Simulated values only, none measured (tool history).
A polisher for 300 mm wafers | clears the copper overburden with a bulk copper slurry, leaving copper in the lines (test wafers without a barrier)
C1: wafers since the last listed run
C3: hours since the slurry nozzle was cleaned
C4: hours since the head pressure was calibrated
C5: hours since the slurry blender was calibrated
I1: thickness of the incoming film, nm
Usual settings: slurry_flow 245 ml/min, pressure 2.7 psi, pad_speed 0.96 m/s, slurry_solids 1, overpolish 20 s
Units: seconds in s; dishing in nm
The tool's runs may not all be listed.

{"run": 1, "hour": 0.0, "slurry_flow": 245, "pressure": 2.7, "pad_speed": 0.96, "slurry_solids": 1, "overpolish": 25, "C1": 0, "wafers polished on this pad": 517, "C3": 25.5, "C4": 1239.1, "C5": 60.4, "I1": 701.4, "seconds": 80.5, "dishing": 109.9}
{"run": 2, "hour": 18.8, "slurry_flow": 245, "pressure": 2.7, "pad_speed": 0.96, "slurry_solids": 1, "overpolish": 25, "C1": 246, "wafers polished on this pad": 764, "C3": 44.3, "C4": 1257.9, "C5": 79.2, "I1": 703.3, "seconds": 82.2, "dishing": 108.2}
{"hour": 26.9, "done": "head pressure recalibrated"}
{"run": 3, "hour": 36.0, "slurry_flow": 245, "pressure": 2.7, "pad_speed": 0.96, "slurry_solids": 1, "overpolish": 28, "C1": 199, "wafers polished on this pad": 963, "C3": 61.5, "C4": 9.1, "C5": 96.4, "I1": 699.3, "seconds": 74.1, "dishing": 124.9}
{"run": 4, "hour": 69.4, "slurry_flow": 245, "pressure": 2.7, "pad_speed": 0.96, "slurry_solids": 1, "overpolish": 20, "C1": 438, "wafers polished on this pad": 1402, "C3": 94.9, "C4": 42.5, "C5": 129.8, "I1": 700, "seconds": 72.9, "dishing": 100.2}
{"run": 5, "hour": 101.8, "slurry_flow": 245, "pressure": 2.7, "pad_speed": 0.96, "slurry_solids": 1, "overpolish": 20, "C1": 425, "wafers polished on this pad": 1828, "C3": 127.3, "C4": 74.9, "C5": 162.2, "I1": 701.5, "seconds": 74, "dishing": 102.2}
{"hour": 161.4, "done": "worn pad replaced by a new one"}
{"run": 6, "hour": 163.4, "slurry_flow": 245, "pressure": 2.7, "pad_speed": 0.96, "slurry_solids": 1, "overpolish": 20, "C1": 756, "wafers polished on this pad": 26, "C3": 188.9, "C4": 136.5, "C5": 223.8, "I1": 698.6, "seconds": 75, "dishing": 103.4}
{"run": 7, "hour": 178.6, "slurry_flow": 245, "pressure": 2.7, "pad_speed": 1.08, "slurry_solids": 1, "overpolish": 20, "C1": 199, "wafers polished on this pad": 226, "C3": 204.1, "C4": 151.7, "C5": 239, "I1": 702.4, "seconds": 65.8, "dishing": 112.4}
{"run": 8, "hour": 192.9, "slurry_flow": 245, "pressure": 2.7, "pad_speed": 1.08, "slurry_solids": 1, "overpolish": 20, "C1": 187, "wafers polished on this pad": 413, "C3": 218.4, "C4": 166, "C5": 253.3, "I1": 709.4, "seconds": 66.4, "dishing": 109.9}
{"hour": 195.8, "done": "slurry blender recalibrated"}
{"run": 9, "hour": 215.0, "slurry_flow": 245, "pressure": 2.7, "pad_speed": 0.96, "slurry_solids": 1, "overpolish": 20, "C1": 264, "wafers polished on this pad": 677, "C3": 240.5, "C4": 188.1, "C5": 19.2, "I1": 690.3, "seconds": 71.4, "dishing": 103.1}
{"run": 10, "hour": 227.6, "slurry_flow": 245, "pressure": 2.7, "pad_speed": 0.84, "slurry_solids": 1, "overpolish": 20, "C1": 165, "wafers polished on this pad": 843, "C3": 253.1, "C4": 200.7, "C5": 31.8, "I1": 711.7, "seconds": 85.1, "dishing": 94.5}
{"run": 11, "hour": 240.5, "slurry_flow": 245, "pressure": 2.7, "pad_speed": 0.96, "slurry_solids": 0.75, "overpolish": 15, "C1": 169, "wafers polished on this pad": 1013, "C3": 266, "C4": 213.6, "C5": 44.7, "I1": 694.8, "seconds": 76, "dishing": 80.7}
{"run": 12, "hour": 275.4, "slurry_flow": 195, "pressure": 2.9, "pad_speed": 0.74, "slurry_solids": 0.85, "overpolish": 20, "C1": 458, "wafers polished on this pad": 1471, "C3": 300.9, "C4": 248.5, "C5": 79.6, "I1": 689.7, "seconds": 92.7, "dishing": 87.7}
{"run": 13, "hour": 295.6, "slurry_flow": 245, "pressure": 2.4, "pad_speed": 0.96, "slurry_solids": 1, "overpolish": 10, "C1": 265, "wafers polished on this pad": 1736, "C3": 321.1, "C4": 268.7, "C5": 99.8, "I1": 693, "seconds": 81.7, "dishing": 57.1}
{"run": 14, "hour": 309.4, "slurry_flow": 245, "pressure": 2.7, "pad_speed": 0.96, "slurry_solids": 1, "overpolish": 20, "C1": 181, "wafers polished on this pad": 1918, "C3": 334.9, "C4": 282.5, "C5": 113.6, "I1": 700.7, "seconds": 72.2, "dishing": 102.7}
{"run": 15, "hour": 327.5, "slurry_flow": 245, "pressure": 3.2, "pad_speed": 0.96, "slurry_solids": 0.9, "overpolish": 20, "C1": 237, "wafers polished on this pad": 2156, "C3": 353, "C4": 300.6, "C5": 131.7, "I1": 692.5, "seconds": 63.5, "dishing": 114.7}
{"run": 16, "hour": 358.0, "slurry_flow": 245, "pressure": 2, "pad_speed": 0.84, "slurry_solids": 1, "overpolish": 11, "C1": 400, "wafers polished on this pad": 2556, "C3": 383.5, "C4": 331.1, "C5": 162.2, "I1": 706.5, "seconds": 113.8, "dishing": 45}
{"hour": 381.8, "done": "worn pad replaced by a new one"}
{"run": 17, "hour": 385.7, "slurry_flow": 245, "pressure": 2.7, "pad_speed": 0.96, "slurry_solids": 1, "overpolish": 20, "C1": 311, "wafers polished on this pad": 50, "C3": 411.2, "C4": 358.8, "C5": 189.9, "I1": 701.5, "seconds": 74.1, "dishing": 102}
{"hour": 391.0, "done": "slurry blender recalibrated"}
{"run": 18, "hour": 420.5, "slurry_flow": 245, "pressure": 1.9, "pad_speed": 1.14, "slurry_solids": 1, "overpolish": 20, "C1": 430, "wafers polished on this pad": 481, "C3": 446, "C4": 393.6, "C5": 29.5, "I1": 702.9, "seconds": 88, "dishing": 83.6}
{"hour": 426.7, "done": "slurry nozzle cleaned"}
{"run": 19, "hour": 438.0, "slurry_flow": 285, "pressure": 1.9, "pad_speed": 1.1, "slurry_solids": 1.2, "overpolish": 20, "C1": 216, "wafers polished on this pad": 698, "C3": 11.3, "C4": 411.1, "C5": 47, "I1": 701.5, "seconds": 88.3, "dishing": 88.7}
{"run": 20, "hour": 466.9, "slurry_flow": 245, "pressure": 2.3, "pad_speed": 1.3, "slurry_solids": 1, "overpolish": 20, "C1": 379, "wafers polished on this pad": 1078, "C3": 40.2, "C4": 440, "C5": 75.9, "I1": 706.9, "seconds": 65.5, "dishing": 109}
{"run": 21, "hour": 483.8, "slurry_flow": 245, "pressure": 2.7, "pad_speed": 0.96, "slurry_solids": 1, "overpolish": 20, "C1": 222, "wafers polished on this pad": 1300, "C3": 57.1, "C4": 456.9, "C5": 92.8, "I1": 696.9, "seconds": 74.5, "dishing": 106}
{"run": 22, "hour": 507.0, "slurry_flow": 310, "pressure": 3.4, "pad_speed": 1.06, "slurry_solids": 1, "overpolish": 20, "C1": 304, "wafers polished on this pad": 1605, "C3": 80.3, "C4": 480.1, "C5": 116, "I1": 707.6, "seconds": 53, "dishing": 130.5}
{"run": 23, "hour": 541.8, "slurry_flow": 320, "pressure": 2.7, "pad_speed": 0.96, "slurry_solids": 1, "overpolish": 20, "C1": 457, "wafers polished on this pad": 2062, "C3": 115.1, "C4": 514.9, "C5": 150.8, "I1": 710.1, "seconds": 73, "dishing": 99.8}
{"run": 24, "hour": 562.8, "slurry_flow": 275, "pressure": 3.6, "pad_speed": 0.96, "slurry_solids": 0.75, "overpolish": 20, "C1": 275, "wafers polished on this pad": 2338, "C3": 136.1, "C4": 535.9, "C5": 171.8, "I1": 702.2, "seconds": 58.5, "dishing": 119.8}
{"run": 25, "hour": 579.3, "slurry_flow": 245, "pressure": 2.7, "pad_speed": 0.96, "slurry_solids": 1, "overpolish": 29, "C1": 216, "wafers polished on this pad": 2554, "C3": 152.6, "C4": 552.4, "C5": 188.3, "I1": 694.1, "seconds": 74.5, "dishing": 121.9}
{"hour": 586.2, "done": "slurry blender recalibrated"}
{"hour": 594.9, "done": "worn pad replaced by a new one"}
{"run": 26, "hour": 614.3, "slurry_flow": 245, "pressure": 2.7, "pad_speed": 1.22, "slurry_solids": 1, "overpolish": 9, "C1": 380, "wafers polished on this pad": 255, "C3": 187.6, "C4": 587.4, "C5": 28.1, "I1": 702.7, "seconds": 60.1, "dishing": 67.7}
{"run": 27, "hour": 649.8, "slurry_flow": 245, "pressure": 2.7, "pad_speed": 1.18, "slurry_solids": 1, "overpolish": 20, "C1": 466, "wafers polished on this pad": 721, "C3": 223.1, "C4": 622.9, "C5": 63.6, "I1": 701, "seconds": 62.4, "dishing": 118}
{"run": 28, "hour": 679.0, "slurry_flow": 270, "pressure": 2.7, "pad_speed": 0.96, "slurry_solids": 1, "overpolish": 20, "C1": 383, "wafers polished on this pad": 1105, "C3": 252.3, "C4": 652.1, "C5": 92.8, "I1": 707.4, "seconds": 76.3, "dishing": 98.3}
{"run": 29, "hour": 694.0, "slurry_flow": 315, "pressure": 2.7, "pad_speed": 0.96, "slurry_solids": 1, "overpolish": 26, "C1": 197, "wafers polished on this pad": 1302, "C3": 267.3, "C4": 667.1, "C5": 107.8, "I1": 698.2, "seconds": 72.6, "dishing": 117.1}

3 ways to go on from here, each from the tool as it stands after run 29. What would each give?
{"run": "A", "hour": 694.4, "slurry_flow": 245, "pressure": 2.7, "pad_speed": 0.96, "slurry_solids": 1, "overpolish": 20, "C1": 5, "wafers polished on this pad": 1307, "C3": 267.7, "C4": 667.5, "C5": 108.2, "I1": 700.4, "seconds": "?", "dishing": "?"}
{"run": "B", "hour": 694.4, "slurry_flow": 245, "pressure": 3.5, "pad_speed": 0.7, "slurry_solids": 1, "overpolish": 29, "C1": 5, "wafers polished on this pad": 1307, "C3": 267.7, "C4": 667.5, "C5": 108.2, "I1": 700.4, "seconds": "?", "dishing": "?"}
{"run": "C", "hour": 694.4, "slurry_flow": 285, "pressure": 2.7, "pad_speed": 1.08, "slurry_solids": 0.75, "overpolish": 20, "C1": 5, "wafers polished on this pad": 1307, "C3": 267.7, "C4": 667.5, "C5": 108.2, "I1": 700.4, "seconds": "?", "dishing": "?"}

run=A seconds=76.1 dishing=101
run=B seconds=80.5 dishing=127.6
run=C seconds=69.2 dishing=107.2
Without the tool's hidden state the same runs would have given:
run=A seconds=73.2 dishing=104.1
run=B seconds=77.5 dishing=131.3
run=C seconds=66.6 dishing=110.5

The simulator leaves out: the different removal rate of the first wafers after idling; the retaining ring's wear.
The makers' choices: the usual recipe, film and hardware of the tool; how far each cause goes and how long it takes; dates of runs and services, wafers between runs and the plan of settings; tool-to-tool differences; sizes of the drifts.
